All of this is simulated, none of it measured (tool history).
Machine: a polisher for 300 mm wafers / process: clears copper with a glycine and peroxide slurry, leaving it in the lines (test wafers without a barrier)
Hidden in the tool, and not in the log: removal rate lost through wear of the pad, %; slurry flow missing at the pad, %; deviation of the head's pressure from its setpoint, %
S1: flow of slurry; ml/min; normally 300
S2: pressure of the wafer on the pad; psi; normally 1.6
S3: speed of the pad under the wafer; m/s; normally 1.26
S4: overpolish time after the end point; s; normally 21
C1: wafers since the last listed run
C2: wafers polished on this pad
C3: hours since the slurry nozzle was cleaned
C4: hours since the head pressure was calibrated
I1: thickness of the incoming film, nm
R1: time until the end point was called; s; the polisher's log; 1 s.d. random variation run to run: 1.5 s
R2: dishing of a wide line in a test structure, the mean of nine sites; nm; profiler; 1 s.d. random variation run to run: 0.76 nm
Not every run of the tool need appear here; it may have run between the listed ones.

run	hour	S1	S2	S3	S4	C1	C2	C3	C4	I1	R1	R2
1	0	300	1.6	1.26	21	0	947	873	930.7	715.5	154.4	46.1
2	6.3	300	1.6	1.16	21	42	989	879.3	937	708.2	163.6	44.8
3	18.5	300	1.6	1.16	21	82	1072	891.5	949.2	704.3	163.5	43.9
4	29.2	300	1.6	1.16	21	72	1145	902.2	959.9	704	165.5	43.1
# hour 36.2: worn pad replaced by a new one
# hour 42: slurry nozzle cleaned
5	46.9	300	1.3	1.26	21	86	66	4.9	977.6	701.3	161.9	42.2
6	60.3	300	1.3	1.26	21	90	157	18.3	991	697.3	164.9	44.6
7	73.9	300	2.1	1.26	21	92	249	31.9	1004.6	701.7	116.9	52.9
8	81.6	300	2.1	1.26	21	52	301	39.6	1012.3	700	116.4	53.2
9	91.4	355	1.6	1.52	21	66	368	49.4	1022.1	691.5	120.3	51.3
10	106.8	355	1.6	1.52	21	104	472	64.8	1037.5	696.2	123.4	50.4
11	117.2	300	1.6	1.26	21	70	543	75.2	1047.9	710	147.4	46.6
12	126.4	300	1.4	1.26	13	62	605	84.4	1057.1	693.1	160	32.4
13	138.4	300	1.3	1.26	21	81	687	96.4	1069.1	700.6	170	43.5
14	154.5	210	1.9	1.26	21	109	796	112.5	1085.2	691	134	50.8
# hour 161.7: head pressure recalibrated
15	171.3	240	1.6	1.26	21	100	897	129.3	9.6	697.2	166.7	43.9
16	186.6	300	1.3	1.26	12	103	1000	144.6	24.9	710.1	194.6	26.1
17	198.2	300	1.6	1.26	21	78	1079	156.2	36.5	694.6	166.1	43.6
18	210.4	300	1.9	1.26	21	82	1162	168.4	48.7	703.7	148.9	46.7
19	227.1	300	1.1	1.26	11	113	1275	185.1	65.4	688	214.5	22.6
# hour 236.7: worn pad replaced by a new one
20	237.2	300	1.3	1.56	21	41	3	195.2	75.5	695.6	148.1	45
21	250.4	300	1.6	1.26	21	89	93	208.4	88.7	689.4	147.8	47
22	264.4	345	1.6	1.26	21	95	188	222.4	102.7	697.4	153.6	46.2
23	280.8	300	1.6	1.26	21	111	299	238.8	119.1	706.5	152.3	47.5
24	296.8	300	1.6	1.26	21	108	408	254.8	135.1	694.5	152.1	44.2
25	306.1	300	2	1.26	21	63	471	264.1	144.4	697.6	130.5	49.6
26	314.4	300	1.6	1.26	17	56	527	272.4	152.7	694	152.5	39.4
27	331.6	370	1.8	1.42	21	116	644	289.6	169.9	708.4	132	51.7
28	338.9	220	1.6	1.08	28	49	693	296.9	177.2	710.8	185	50.1

What will run 29 give?
29	345	300	1.6	1	21	41	735	303	183.3	710.7	?	?

{"run 29": {"R1": 191.6, "R2": 41.1}}
Were there no unlogged condition in the tool, this run, its random variation unchanged, would have produced R1 188 s, R2 41.7 nm.
